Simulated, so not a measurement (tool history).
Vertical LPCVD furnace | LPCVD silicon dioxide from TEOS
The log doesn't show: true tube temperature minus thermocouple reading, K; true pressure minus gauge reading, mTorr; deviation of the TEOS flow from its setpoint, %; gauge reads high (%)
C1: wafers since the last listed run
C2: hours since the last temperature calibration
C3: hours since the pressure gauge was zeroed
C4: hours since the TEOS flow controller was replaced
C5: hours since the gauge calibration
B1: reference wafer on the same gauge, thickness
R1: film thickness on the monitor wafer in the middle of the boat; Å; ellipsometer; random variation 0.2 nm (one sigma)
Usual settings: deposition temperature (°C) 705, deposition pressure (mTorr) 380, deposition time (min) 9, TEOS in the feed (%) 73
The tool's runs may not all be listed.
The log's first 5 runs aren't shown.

run 6 hour=369.2 | deposition_temperature_(°C)=705 deposition_pressure_(mTorr)=380 deposition_time_(min)=9 TEOS_in_the_feed_(%)=73 | C1=961 C2=4447.6 C3=1523.1 C4=4677.5 C5=176.3 | B1=89.99 | R1=802.4
run 7 hour=468.8 | deposition_temperature_(°C)=705 deposition_pressure_(mTorr)=380 deposition_time_(min)=9 TEOS_in_the_feed_(%)=82 | C1=1457 C2=4547.2 C3=1622.7 C4=4777.1 C5=275.9 | B1=89.98 | R1=850.5
run 8 hour=524.1 | deposition_temperature_(°C)=705 deposition_pressure_(mTorr)=380 deposition_time_(min)=9 TEOS_in_the_feed_(%)=82 | C1=808 C2=4602.5 C3=1678 C4=4832.4 C5=331.2 | B1=89.99 | R1=849
-- hour=678.1 thermocouples replaced and temperature profile calibrated
run 9 hour=738.4 | deposition_temperature_(°C)=695 deposition_pressure_(mTorr)=380 deposition_time_(min)=9 TEOS_in_the_feed_(%)=73 | C1=2783 C2=60.3 C3=1892.3 C4=5046.7 C5=545.5 | B1=89.98 | R1=646.3
run 10 hour=786.4 | deposition_temperature_(°C)=699 deposition_pressure_(mTorr)=380 deposition_time_(min)=7.5 TEOS_in_the_feed_(%)=73 | C1=702 C2=108.3 C3=1940.3 C4=5094.7 C5=593.5 | B1=90.03 | R1=592
run 11 hour=890.6 | deposition_temperature_(°C)=705 deposition_pressure_(mTorr)=465 deposition_time_(min)=9 TEOS_in_the_feed_(%)=86 | C1=1524 C2=212.5 C3=2044.5 C4=5198.9 C5=697.7 | B1=89.97 | R1=979.3
run 12 hour=960.9 | deposition_temperature_(°C)=705 deposition_pressure_(mTorr)=380 deposition_time_(min)=12.5 TEOS_in_the_feed_(%)=64 | C1=1028 C2=282.8 C3=2114.8 C4=5269.2 C5=768 | B1=90 | R1=1053.1
run 13 hour=1004.8 | deposition_temperature_(°C)=705 deposition_pressure_(mTorr)=380 deposition_time_(min)=9 TEOS_in_the_feed_(%)=73 | C1=642 C2=326.7 C3=2158.7 C4=5313.1 C5=811.9 | B1=90.01 | R1=813.6
run 14 hour=1063.8 | deposition_temperature_(°C)=705 deposition_pressure_(mTorr)=380 deposition_time_(min)=6.5 TEOS_in_the_feed_(%)=61 | C1=863 C2=385.7 C3=2217.7 C4=5372.1 C5=870.9 | B1=90 | R1=539.3
run 15 hour=1139.1 | deposition_temperature_(°C)=705 deposition_pressure_(mTorr)=380 deposition_time_(min)=9 TEOS_in_the_feed_(%)=59 | C1=1101 C2=461 C3=2293 C4=5447.4 C5=946.2 | B1=89.99 | R1=732.9
-- hour=1214.6 pressure gauge zeroed
run 16 hour=1215.1 | deposition_temperature_(°C)=698 deposition_pressure_(mTorr)=295 deposition_time_(min)=9 TEOS_in_the_feed_(%)=77 | C1=760 C2=537 C3=0.5 C4=5523.4 C5=1022.2 | B1=90.02 | R1=629.4
-- hour=1250.9 TEOS flow controller replaced
run 17 hour=1251.4 | deposition_temperature_(°C)=705 deposition_pressure_(mTorr)=325 deposition_time_(min)=7 TEOS_in_the_feed_(%)=87 | C1=179 C2=573.3 C3=36.8 C4=0.5 C5=1058.5 | B1=90 | R1=640.4
run 18 hour=1294.7 | deposition_temperature_(°C)=705 deposition_pressure_(mTorr)=335 deposition_time_(min)=9 TEOS_in_the_feed_(%)=73 | C1=633 C2=616.6 C3=80.1 C4=43.8 C5=1101.8 | B1=90.01 | R1=763.8
run 19 hour=1355.7 | deposition_temperature_(°C)=709 deposition_pressure_(mTorr)=380 deposition_time_(min)=7 TEOS_in_the_feed_(%)=67 | C1=892 C2=677.6 C3=141.1 C4=104.8 C5=1162.8 | B1=90.04 | R1=666.9
-- hour=1436.3 thermocouples replaced and temperature profile calibrated, repeated, since the last time left the tool worse
run 20 hour=1436.8 | deposition_temperature_(°C)=705 deposition_pressure_(mTorr)=470 deposition_time_(min)=11 TEOS_in_the_feed_(%)=65 | C1=835 C2=0.5 C3=222.2 C4=185.9 C5=1243.9 | B1=90.02 | R1=1007.2
run 21 hour=1528.5 | deposition_temperature_(°C)=705 deposition_pressure_(mTorr)=380 deposition_time_(min)=8 TEOS_in_the_feed_(%)=59 | C1=1341 C2=92.2 C3=313.9 C4=277.6 C5=1335.6 | B1=89.97 | R1=623.4
run 22 hour=1605.2 | deposition_temperature_(°C)=705 deposition_pressure_(mTorr)=380 deposition_time_(min)=6.5 TEOS_in_the_feed_(%)=59 | C1=1122 C2=168.9 C3=390.6 C4=354.3 C5=1412.3 | B1=89.98 | R1=511.4
run 23 hour=1644.5 | deposition_temperature_(°C)=698 deposition_pressure_(mTorr)=380 deposition_time_(min)=9 TEOS_in_the_feed_(%)=73 | C1=574 C2=208.2 C3=429.9 C4=393.6 C5=1451.6 | B1=89.98 | R1=667
run 24 hour=1713.3 | deposition_temperature_(°C)=705 deposition_pressure_(mTorr)=290 deposition_time_(min)=9 TEOS_in_the_feed_(%)=63 | C1=1006 C2=277 C3=498.7 C4=462.4 C5=1520.4 | B1=90.08 | R1=637.3
run 25 hour=1781.5 | deposition_temperature_(°C)=705 deposition_pressure_(mTorr)=380 deposition_time_(min)=9 TEOS_in_the_feed_(%)=73 | C1=997 C2=345.2 C3=566.9 C4=530.6 C5=1588.6 | B1=90.03 | R1=785.7
run 26 hour=1859.9 | deposition_temperature_(°C)=705 deposition_pressure_(mTorr)=380 deposition_time_(min)=7 TEOS_in_the_feed_(%)=73 | C1=1146 C2=423.6 C3=645.3 C4=609 C5=1667 | B1=90.01 | R1=613.3
run 27 hour=1925.2 | deposition_temperature_(°C)=695 deposition_pressure_(mTorr)=380 deposition_time_(min)=12 TEOS_in_the_feed_(%)=65 | C1=955 C2=488.9 C3=710.6 C4=674.3 C5=1732.3 | B1=90.03 | R1=784.3
run 28 hour=1996.5 | deposition_temperature_(°C)=709 deposition_pressure_(mTorr)=380 deposition_time_(min)=7 TEOS_in_the_feed_(%)=67 | C1=1043 C2=560.2 C3=781.9 C4=745.6 C5=1803.6 | B1=90.01 | R1=641.6
run 29 hour=2057.8 | deposition_temperature_(°C)=696 deposition_pressure_(mTorr)=465 deposition_time_(min)=12 TEOS_in_the_feed_(%)=66 | C1=896 C2=621.5 C3=843.2 C4=806.9 C5=1864.9 | B1=90.02 | R1=890.1
-- hour=2100.7 gauge calibrated
run 30 hour=2163.8 | deposition_temperature_(°C)=705 deposition_pressure_(mTorr)=380 deposition_time_(min)=9 TEOS_in_the_feed_(%)=73 | C1=1550 C2=727.5 C3=949.2 C4=912.9 C5=63.1 | B1=90.04 | R1=785.6

5 ways to go on from here, each from the tool as it stands after run 30. What would each give?
run A hour=2168.5 | deposition_temperature_(°C)=705 deposition_pressure_(mTorr)=380 deposition_time_(min)=9 TEOS_in_the_feed_(%)=73 | C1=68 C2=732.2 C3=953.9 C4=917.6 C5=67.8 | B1=? | R1=?
run B hour=2168.5 | deposition_temperature_(°C)=705 deposition_pressure_(mTorr)=380 deposition_time_(min)=7.5 TEOS_in_the_feed_(%)=87 | C1=68 C2=732.2 C3=953.9 C4=917.6 C5=67.8 | B1=? | R1=?
run C hour=2168.5 | deposition_temperature_(°C)=705 deposition_pressure_(mTorr)=380 deposition_time_(min)=7.5 TEOS_in_the_feed_(%)=67 | C1=68 C2=732.2 C3=953.9 C4=917.6 C5=67.8 | B1=? | R1=?
run D hour=2168.5 | deposition_temperature_(°C)=705 deposition_pressure_(mTorr)=470 deposition_time_(min)=5.5 TEOS_in_the_feed_(%)=73 | C1=68 C2=732.2 C3=953.9 C4=917.6 C5=67.8 | B1=? | R1=?
run E hour=2168.5 | deposition_temperature_(°C)=715 deposition_pressure_(mTorr)=440 deposition_time_(min)=9 TEOS_in_the_feed_(%)=80 | C1=68 C2=732.2 C3=953.9 C4=917.6 C5=67.8 | B1=? | R1=?

run=A B1=90.01 R1=782.8
run=B B1=90.01 R1=712.2
run=C B1=90.01 R1=625
run=D B1=90.01 R1=532
run=E B1=90.01 R1=1107.4
Without the tool's hidden state the same runs would have given:
run=A R1=779.6
run=B R1=709.2
run=C R1=622.4
run=D R1=529.8
run=E R1=1102.8

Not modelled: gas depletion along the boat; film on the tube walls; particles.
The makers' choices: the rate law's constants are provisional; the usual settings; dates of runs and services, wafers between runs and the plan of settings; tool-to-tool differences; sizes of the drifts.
